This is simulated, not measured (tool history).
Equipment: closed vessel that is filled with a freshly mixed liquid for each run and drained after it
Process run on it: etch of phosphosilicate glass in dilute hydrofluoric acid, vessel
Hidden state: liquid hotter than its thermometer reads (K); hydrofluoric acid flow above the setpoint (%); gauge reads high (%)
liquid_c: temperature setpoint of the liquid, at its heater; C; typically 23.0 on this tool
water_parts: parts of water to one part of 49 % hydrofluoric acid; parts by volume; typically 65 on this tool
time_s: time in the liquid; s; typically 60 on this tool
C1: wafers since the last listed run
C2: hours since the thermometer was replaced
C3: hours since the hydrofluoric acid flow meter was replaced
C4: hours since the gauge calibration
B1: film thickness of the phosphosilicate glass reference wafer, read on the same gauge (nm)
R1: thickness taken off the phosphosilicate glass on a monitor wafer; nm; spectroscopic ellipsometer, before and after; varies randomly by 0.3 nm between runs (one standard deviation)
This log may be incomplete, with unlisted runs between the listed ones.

run 1 hour=0.0 | liquid_c=23.0 water_parts=65 time_s=85 | C1=0 C2=2140.9 C3=1166.8 C4=370.6 | B1=60.04 | R1=143.96
run 2 hour=11.7 | liquid_c=23.0 water_parts=65 time_s=85 | C1=1058 C2=2152.6 C3=1178.5 C4=382.3 | B1=59.97 | R1=143.43
run 3 hour=26.8 | liquid_c=23.0 water_parts=65 time_s=60 | C1=1366 C2=2167.7 C3=1193.6 C4=397.4 | B1=59.99 | R1=101.01
run 4 hour=32.8 | liquid_c=23.0 water_parts=65 time_s=60 | C1=542 C2=2173.7 C3=1199.6 C4=403.4 | B1=60.01 | R1=101.36
-- hour=42.8 hydrofluoric acid flow meter replaced
run 5 hour=46.4 | liquid_c=23.0 water_parts=65 time_s=60 | C1=1140 C2=2187.3 C3=3.6 C4=417.0 | B1=60.02 | R1=105.50
run 6 hour=57.1 | liquid_c=23.0 water_parts=80 time_s=45 | C1=968 C2=2198.0 C3=14.3 C4=427.7 | B1=59.98 | R1=62.72
run 7 hour=67.0 | liquid_c=23.0 water_parts=80 time_s=45 | C1=895 C2=2207.9 C3=24.2 C4=437.6 | B1=59.99 | R1=62.96
run 8 hour=80.8 | liquid_c=23.0 water_parts=80 time_s=45 | C1=1248 C2=2221.7 C3=38.0 C4=451.4 | B1=60.01 | R1=62.78
run 9 hour=89.8 | liquid_c=24.5 water_parts=65 time_s=60 | C1=814 C2=2230.7 C3=47.0 C4=460.4 | B1=60.00 | R1=111.75
run 10 hour=98.7 | liquid_c=24.5 water_parts=65 time_s=60 | C1=805 C2=2239.6 C3=55.9 C4=469.3 | B1=60.03 | R1=111.92
run 11 hour=112.1 | liquid_c=23.0 water_parts=65 time_s=60 | C1=1212 C2=2253.0 C3=69.3 C4=482.7 | B1=60.04 | R1=104.88
-- hour=116.2 hydrofluoric acid flow meter replaced, repeated, since the last time left the tool worse
run 12 hour=128.4 | liquid_c=19.5 water_parts=75 time_s=60 | C1=1384 C2=2269.3 C3=12.2 C4=499.0 | B1=60.00 | R1=72.67
run 13 hour=143.6 | liquid_c=23.0 water_parts=65 time_s=35 | C1=1375 C2=2284.5 C3=27.4 C4=514.2 | B1=60.02 | R1=57.34
run 14 hour=158.1 | liquid_c=25.5 water_parts=65 time_s=30 | C1=1311 C2=2299.0 C3=41.9 C4=528.7 | B1=59.99 | R1=54.22
run 15 hour=168.1 | liquid_c=18.5 water_parts=50 time_s=60 | C1=904 C2=2309.0 C3=51.9 C4=538.7 | B1=59.98 | R1=107.60
run 16 hour=184.0 | liquid_c=25.5 water_parts=50 time_s=85 | C1=1438 C2=2324.9 C3=67.8 C4=554.6 | B1=60.00 | R1=204.58
-- hour=201.2 thermometer replaced
run 17 hour=218.8 | liquid_c=25.0 water_parts=65 time_s=60 | C1=3058 C2=17.6 C3=102.6 C4=589.4 | B1=59.99 | R1=106.85
run 18 hour=230.9 | liquid_c=23.0 water_parts=65 time_s=60 | C1=1094 C2=29.7 C3=114.7 C4=601.5 | B1=60.05 | R1=98.86
run 19 hour=244.4 | liquid_c=23.0 water_parts=65 time_s=60 | C1=1221 C2=43.2 C3=128.2 C4=615.0 | B1=60.02 | R1=98.35
run 20 hour=256.4 | liquid_c=23.0 water_parts=65 time_s=60 | C1=1085 C2=55.2 C3=140.2 C4=627.0 | B1=60.02 | R1=97.95
-- hour=264.4 gauge calibrated
run 21 hour=274.0 | liquid_c=28.0 water_parts=65 time_s=60 | C1=1592 C2=72.8 C3=157.8 C4=9.6 | B1=59.95 | R1=120.43
run 22 hour=291.0 | liquid_c=21.0 water_parts=65 time_s=60 | C1=1538 C2=89.8 C3=174.8 C4=26.6 | B1=60.00 | R1=90.47
run 23 hour=304.1 | liquid_c=19.5 water_parts=75 time_s=60 | C1=1185 C2=102.9 C3=187.9 C4=39.7 | B1=59.98 | R1=72.60
run 24 hour=321.1 | liquid_c=23.0 water_parts=90 time_s=45 | C1=1538 C2=119.9 C3=204.9 C4=56.7 | B1=59.98 | R1=52.10
run 25 hour=334.6 | liquid_c=23.0 water_parts=65 time_s=60 | C1=1221 C2=133.4 C3=218.4 C4=70.2 | B1=59.96 | R1=98.67
run 26 hour=343.4 | liquid_c=23.0 water_parts=65 time_s=40 | C1=796 C2=142.2 C3=227.2 C4=79.0 | B1=60.00 | R1=65.59
run 27 hour=358.4 | liquid_c=23.0 water_parts=65 time_s=80 | C1=1357 C2=157.2 C3=242.2 C4=94.0 | B1=60.05 | R1=131.54
run 28 hour=366.4 | liquid_c=23.0 water_parts=65 time_s=50 | C1=723 C2=165.2 C3=250.2 C4=102.0 | B1=59.98 | R1=82.21
run 29 hour=372.6 | liquid_c=23.0 water_parts=95 time_s=60 | C1=560 C2=171.4 C3=256.4 C4=108.2 | B1=60.04 | R1=65.46
run 30 hour=387.2 | liquid_c=23.0 water_parts=65 time_s=60 | C1=1320 C2=186.0 C3=271.0 C4=122.8 | B1=59.99 | R1=98.69
run 31 hour=398.0 | liquid_c=25.5 water_parts=35 time_s=90 | C1=977 C2=196.8 C3=281.8 C4=133.6 | B1=60.02 | R1=317.09
run 32 hour=414.1 | liquid_c=27.0 water_parts=65 time_s=60 | C1=1456 C2=212.9 C3=297.9 C4=149.7 | B1=59.98 | R1=116.43

4 ways to go on from here, each from the tool as it stands after run 32. What would each give?
run A hour=414.8 | liquid_c=23.0 water_parts=65 time_s=60 | C1=63 C2=213.6 C3=298.6 C4=150.4 | B1=? | R1=?
run B hour=414.8 | liquid_c=28.0 water_parts=50 time_s=60 | C1=63 C2=213.6 C3=298.6 C4=150.4 | B1=? | R1=?
run C hour=414.8 | liquid_c=23.0 water_parts=95 time_s=90 | C1=63 C2=213.6 C3=298.6 C4=150.4 | B1=? | R1=?
run D hour=414.8 | liquid_c=26.0 water_parts=75 time_s=95 | C1=63 C2=213.6 C3=298.6 C4=150.4 | B1=? | R1=?

run=A B1=59.95 R1=98.70
run=B B1=59.95 R1=160.26
run=C B1=59.95 R1=97.63
run=D B1=59.95 R1=150.90
Stripped of hidden state, with their random variation kept, the same runs would have yielded:
run=A R1=97.58
run=B R1=158.48
run=C R1=96.50
run=D R1=149.17
